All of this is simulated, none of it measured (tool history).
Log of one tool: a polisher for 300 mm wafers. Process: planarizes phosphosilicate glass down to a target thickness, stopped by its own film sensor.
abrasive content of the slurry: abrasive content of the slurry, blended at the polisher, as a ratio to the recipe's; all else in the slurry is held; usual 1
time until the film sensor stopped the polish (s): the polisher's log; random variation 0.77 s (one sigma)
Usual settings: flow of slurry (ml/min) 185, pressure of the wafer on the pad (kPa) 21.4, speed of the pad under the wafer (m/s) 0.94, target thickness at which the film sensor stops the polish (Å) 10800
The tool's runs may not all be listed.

| run | hour | flow of slurry (ml/min) | pressure of the wafer on the pad (kPa) | speed of the pad under the wafer (m/s) | abrasive content of the slurry | target thickness at which the film sensor stops the polish (Å) | wafers since the last listed run | wafers polished on this pad | hours since the slurry nozzle was cleaned | hours since the head pressure was calibrated | hours since the slurry blender was calibrated | hours since the conditioning disc was replaced | incoming thickness of the incoming film, nm | time until the film sensor stopped the polish (s) |
|---|---|---|---|---|---|---|---|---|---|---|---|---|---|---|
| 1 | 0 | 185 | 21.4 | 0.94 | 1 | 10800 | 0 | 341 | 681.3 | 433.7 | 173.5 | 268.5 | 1611.2 | 61.7 |
| 2 | 15.5 | 185 | 21.4 | 0.94 | 1 | 10800 | 127 | 469 | 696.8 | 449.2 | 189 | 284 | 1617.7 | 61.7 |
| 3 | 25.2 | 185 | 21.4 | 0.94 | 1 | 10800 | 79 | 549 | 706.5 | 458.9 | 198.7 | 293.7 | 1604.3 | 59 |
|  | 26.8 | slurry nozzle cleaned |
| 4 | 49.7 | 185 | 21.4 | 0.94 | 1 | 10800 | 193 | 742 | 22.9 | 483.4 | 223.2 | 318.2 | 1603 | 59 |
| 5 | 64.9 | 185 | 21.4 | 0.94 | 0.75 | 10800 | 125 | 868 | 38.1 | 498.6 | 238.4 | 333.4 | 1626.3 | 73.4 |
| 6 | 78.1 | 185 | 21.4 | 0.94 | 1 | 10800 | 108 | 977 | 51.3 | 511.8 | 251.6 | 346.6 | 1597.7 | 62.6 |
| 7 | 85.1 | 185 | 21.4 | 0.94 | 1 | 10800 | 57 | 1034 | 58.3 | 518.8 | 258.6 | 353.6 | 1600.1 | 60.6 |
| 8 | 93 | 185 | 21.4 | 0.94 | 1 | 10800 | 65 | 1099 | 66.2 | 526.7 | 266.5 | 361.5 | 1563.8 | 56.6 |
|  | 106 | head pressure recalibrated |
| 9 | 110.6 | 185 | 21.4 | 0.94 | 1 | 10800 | 128 | 1228 | 83.8 | 4.6 | 284.1 | 379.1 | 1590.6 | 61.6 |
|  | 116.8 | worn pad replaced by a new one |
| 10 | 121.3 | 140 | 21.4 | 0.94 | 1 | 10190 | 55 | 37 | 94.5 | 15.3 | 294.8 | 389.8 | 1627 | 68.4 |
| 11 | 150.5 | 185 | 21.4 | 0.94 | 1 | 10800 | 240 | 278 | 123.7 | 44.5 | 324 | 419 | 1621.2 | 61.2 |
| 12 | 166 | 185 | 21.4 | 0.94 | 1 | 10800 | 127 | 405 | 139.2 | 60 | 339.5 | 434.5 | 1613.1 | 60.7 |
| 13 | 179.4 | 185 | 14.5 | 0.94 | 1 | 10800 | 110 | 516 | 152.6 | 73.4 | 352.9 | 447.9 | 1583 | 84.3 |
| 14 | 191.7 | 210 | 28.3 | 0.94 | 1.15 | 11510 | 101 | 617 | 164.9 | 85.7 | 365.2 | 460.2 | 1576.3 | 34.2 |
|  | 201.8 | conditioning disc replaced and pad reconditioned |
| 15 | 202.3 | 185 | 21.4 | 0.94 | 1 | 10800 | 70 | 688 | 175.5 | 96.3 | 375.8 | 0.5 | 1578.3 | 57.2 |
| 16 | 210.9 | 185 | 21.4 | 1.08 | 1 | 10800 | 70 | 759 | 184.1 | 104.9 | 384.4 | 9.1 | 1588.8 | 52.5 |
|  | 252.1 | slurry blender recalibrated |
| 17 | 252.6 | 185 | 21.4 | 0.94 | 1 | 10800 | 327 | 1086 | 225.8 | 146.6 | 0.5 | 50.8 | 1602.5 | 62.1 |
| 18 | 260.8 | 185 | 21.4 | 0.94 | 1 | 10800 | 67 | 1154 | 234 | 154.8 | 8.7 | 59 | 1631.7 | 64.9 |
|  | 270.6 | worn pad replaced by a new one |
| 19 | 306.6 | 185 | 26.9 | 0.94 | 1 | 9270 | 344 | 296 | 279.8 | 200.6 | 54.5 | 104.8 | 1595.4 | 59.1 |
| 20 | 319 | 185 | 21.4 | 0.94 | 1 | 10800 | 102 | 399 | 292.2 | 213 | 66.9 | 117.2 | 1630.9 | 62.9 |
| 21 | 330.6 | 185 | 21.4 | 0.94 | 1 | 10800 | 95 | 494 | 303.8 | 224.6 | 78.5 | 128.8 | 1629.8 | 63.9 |
| 22 | 341.5 | 185 | 24.8 | 0.72 | 1.25 | 9540 | 89 | 584 | 314.7 | 235.5 | 89.4 | 139.7 | 1586.2 | 70.5 |
| 23 | 348.6 | 185 | 21.4 | 0.94 | 1 | 11550 | 58 | 643 | 321.8 | 242.6 | 96.5 | 146.8 | 1604.4 | 53 |
| 24 | 360.7 | 185 | 21.4 | 1.22 | 1 | 10800 | 99 | 742 | 333.9 | 254.7 | 108.6 | 158.9 | 1628.7 | 51.2 |
| 25 | 373.6 | 185 | 28.3 | 0.94 | 0.9 | 10800 | 106 | 849 | 346.8 | 267.6 | 121.5 | 171.8 | 1616.7 | 50.3 |

The next listed run, before its measurement:
| 26 | 381.2 | 185 | 21.4 | 0.94 | 1 | 8990 | 62 | 911 | 354.4 | 275.2 | 129.1 | 179.4 | 1593.9 | ? |

{"run 26": {"time until the film sensor stopped the polish (s)": 80.9}}
Without the tool's hidden state the same run would have given time until the film sensor stopped the polish (s) 77.3.
